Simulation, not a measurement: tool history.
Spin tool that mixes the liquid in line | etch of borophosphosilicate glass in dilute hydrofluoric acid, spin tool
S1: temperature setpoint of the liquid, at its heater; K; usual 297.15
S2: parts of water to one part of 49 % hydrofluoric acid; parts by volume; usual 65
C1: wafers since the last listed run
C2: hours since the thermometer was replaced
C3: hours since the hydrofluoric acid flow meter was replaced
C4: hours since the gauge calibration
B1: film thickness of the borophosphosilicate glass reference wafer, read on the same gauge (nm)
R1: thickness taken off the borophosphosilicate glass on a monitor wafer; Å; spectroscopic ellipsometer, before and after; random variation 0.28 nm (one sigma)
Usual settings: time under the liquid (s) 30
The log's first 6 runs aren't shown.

At hour 298.6: thermometer replaced.
Run 7, hour 343.6: usual settings but time under the liquid (s) 25; C1 487; C2 45.0; C3 1316.1; C4 716.3; B1 40.00. Result: R1 258.6 Å.
Run 8, hour 402.8: usual settings but time under the liquid (s) 25; C1 533; C2 104.2; C3 1375.3; C4 775.5; B1 40.02. Result: R1 254.7 Å.
Run 9, hour 457.9: usual settings but time under the liquid (s) 25; C1 496; C2 159.3; C3 1430.4; C4 830.6; B1 39.98. Result: R1 252.5 Å.
Run 10, hour 490.7: usual settings but time under the liquid (s) 40; C1 295; C2 192.1; C3 1463.2; C4 863.4; B1 40.05. Result: R1 397.3 Å.
Run 11, hour 530.8: usual settings but time under the liquid (s) 40; C1 361; C2 232.2; C3 1503.3; C4 903.5; B1 39.99. Result: R1 401.7 Å.
Run 12, hour 571.2: usual settings but time under the liquid (s) 15; C1 364; C2 272.6; C3 1543.7; C4 943.9; B1 40.01. Result: R1 151.7 Å.
Run 13, hour 619.6: usual settings but S1 300.65 K; C1 436; C2 321.0; C3 1592.1; C4 992.3; B1 40.01. Result: R1 336.1 Å.
Run 14, hour 686.6: usual settings but S2 70 parts by volume; C1 604; C2 388.0; C3 1659.1; C4 1059.3; B1 39.99. Result: R1 273.4 Å.
Run 15, hour 747.5: usual settings but S2 70 parts by volume; C1 549; C2 448.9; C3 1720.0; C4 1120.2; B1 40.01. Result: R1 276.9 Å.
Run 16, hour 781.3: usual settings but S2 70 parts by volume; C1 304; C2 482.7; C3 1753.8; C4 1154.0; B1 39.99. Result: R1 265.8 Å.
Run 17, hour 823.0: usual settings; C1 376; C2 524.4; C3 1795.5; C4 1195.7; B1 40.05. Result: R1 288.5 Å.
At hour 828.0: hydrofluoric acid flow meter replaced.
Run 18, hour 871.0: usual settings; C1 423; C2 572.4; C3 43.0; C4 1243.7; B1 39.99. Result: R1 288.9 Å.
Run 19, hour 898.0: usual settings but S1 301.15 K, S2 85 parts by volume, time under the liquid (s) 45; C1 243; C2 599.4; C3 70.0; C4 1270.7; B1 40.00. Result: R1 379.9 Å.
Run 20, hour 957.8: usual settings; C1 539; C2 659.2; C3 129.8; C4 1330.5; B1 39.98. Result: R1 287.0 Å.
Run 21, hour 982.6: usual settings but S2 75 parts by volume, time under the liquid (s) 35; C1 223; C2 684.0; C3 154.6; C4 1355.3; B1 40.01. Result: R1 283.4 Å.
Run 22, hour 1010.3: usual settings but S1 294.15 K; C1 249; C2 711.7; C3 182.3; C4 1383.0; B1 40.00. Result: R1 250.7 Å.

Forecast run 23:
At hour 1094.4: gauge calibrated.
Run 23, hour 1212.1: usual settings but S1 294.15 K, time under the liquid (s) 25; C1 1820; C2 913.5; C3 384.1; C4 117.7; B1 ?. Result: R1 ?.

Run 23 gave B1 39.98, R1 205.8 Å.
Without the tool's hidden state the same run would have given R1 233.5 Å.
